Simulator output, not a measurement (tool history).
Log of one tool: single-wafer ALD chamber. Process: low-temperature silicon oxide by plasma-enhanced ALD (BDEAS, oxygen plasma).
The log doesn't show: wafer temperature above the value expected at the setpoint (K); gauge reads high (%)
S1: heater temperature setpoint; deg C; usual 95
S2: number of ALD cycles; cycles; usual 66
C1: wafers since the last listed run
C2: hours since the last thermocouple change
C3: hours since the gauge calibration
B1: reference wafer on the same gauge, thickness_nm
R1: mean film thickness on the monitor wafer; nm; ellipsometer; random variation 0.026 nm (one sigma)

{"run": 1, "hour": 0.0, "S1": 95, "S2": 60, "C1": 0, "C2": 1170.7, "C3": 304.4, "B1": 9.502, "R1": 9.112}
{"run": 2, "hour": 44.0, "S1": 95, "S2": 66, "C1": 189, "C2": 1214.7, "C3": 348.4, "B1": 9.503, "R1": 10.049}
{"run": 3, "hour": 105.8, "S1": 102, "S2": 62, "C1": 266, "C2": 1276.5, "C3": 410.2, "B1": 9.499, "R1": 9.339}
{"run": 4, "hour": 160.9, "S1": 102, "S2": 62, "C1": 237, "C2": 1331.6, "C3": 465.3, "B1": 9.503, "R1": 9.356}
{"run": 5, "hour": 191.7, "S1": 95, "S2": 66, "C1": 132, "C2": 1362.4, "C3": 496.1, "B1": 9.502, "R1": 10.076}
{"run": 6, "hour": 261.1, "S1": 95, "S2": 66, "C1": 299, "C2": 1431.8, "C3": 565.5, "B1": 9.503, "R1": 10.056}
{"run": 7, "hour": 292.8, "S1": 95, "S2": 66, "C1": 136, "C2": 1463.5, "C3": 597.2, "B1": 9.499, "R1": 10.084}
{"run": 8, "hour": 316.9, "S1": 95, "S2": 66, "C1": 103, "C2": 1487.6, "C3": 621.3, "B1": 9.497, "R1": 10.082}
{"run": 9, "hour": 353.8, "S1": 91, "S2": 62, "C1": 159, "C2": 1524.5, "C3": 658.2, "B1": 9.495, "R1": 9.522}
{"run": 10, "hour": 381.8, "S1": 95, "S2": 66, "C1": 120, "C2": 1552.5, "C3": 686.2, "B1": 9.499, "R1": 10.028}
{"hour": 386.7, "done": "gauge calibrated"}
{"run": 11, "hour": 450.3, "S1": 95, "S2": 78, "C1": 295, "C2": 1621, "C3": 63.6, "B1": 9.502, "R1": 11.846}
{"run": 12, "hour": 480.9, "S1": 95, "S2": 54, "C1": 131, "C2": 1651.6, "C3": 94.2, "B1": 9.497, "R1": 8.247}
{"run": 13, "hour": 545.0, "S1": 85, "S2": 66, "C1": 276, "C2": 1715.7, "C3": 158.3, "B1": 9.503, "R1": 10.381}
{"run": 14, "hour": 614.4, "S1": 106, "S2": 56, "C1": 299, "C2": 1785.1, "C3": 227.7, "B1": 9.504, "R1": 8.413}
{"hour": 672.6, "done": "thermocouple changed; heater temperature recalibrated"}
{"run": 15, "hour": 673.1, "S1": 106, "S2": 56, "C1": 218, "C2": 0.5, "C3": 286.4, "B1": 9.498, "R1": 8.462}
{"run": 16, "hour": 720.5, "S1": 95, "S2": 66, "C1": 204, "C2": 47.9, "C3": 333.8, "B1": 9.5, "R1": 10.257}
{"run": 17, "hour": 776.1, "S1": 99, "S2": 73, "C1": 239, "C2": 103.5, "C3": 389.4, "B1": 9.5, "R1": 11.133}
{"run": 18, "hour": 834.5, "S1": 106, "S2": 77, "C1": 251, "C2": 161.9, "C3": 447.8, "B1": 9.499, "R1": 11.58}
{"run": 19, "hour": 904.3, "S1": 99, "S2": 66, "C1": 300, "C2": 231.7, "C3": 517.6, "B1": 9.499, "R1": 10.098}
{"run": 20, "hour": 948.1, "S1": 95, "S2": 76, "C1": 188, "C2": 275.5, "C3": 561.4, "B1": 9.498, "R1": 11.693}
{"run": 21, "hour": 1015.8, "S1": 95, "S2": 66, "C1": 291, "C2": 343.2, "C3": 629.1, "B1": 9.497, "R1": 10.135}

Measured less the same run without the tool's hidden state. The same run-to-run variation is in both; the gauge's scatter may not be:
run=1 R1=-0.165
run=2 R1=-0.183
run=3 R1=-0.087
run=4 R1=-0.089
run=5 R1=-0.186
run=6 R1=-0.187
run=7 R1=-0.187
run=8 R1=-0.187
run=9 R1=-0.182
run=10 R1=-0.188
run=11 R1=-0.222
run=12 R1=-0.155
run=13 R1=-0.199
run=14 R1=-0.084
run=15 R1=-0.008
run=16 R1=-0.034
run=17 R1=-0.056
run=18 R1=-0.039
run=19 R1=-0.069
run=20 R1=-0.108
run=21 R1=-0.108
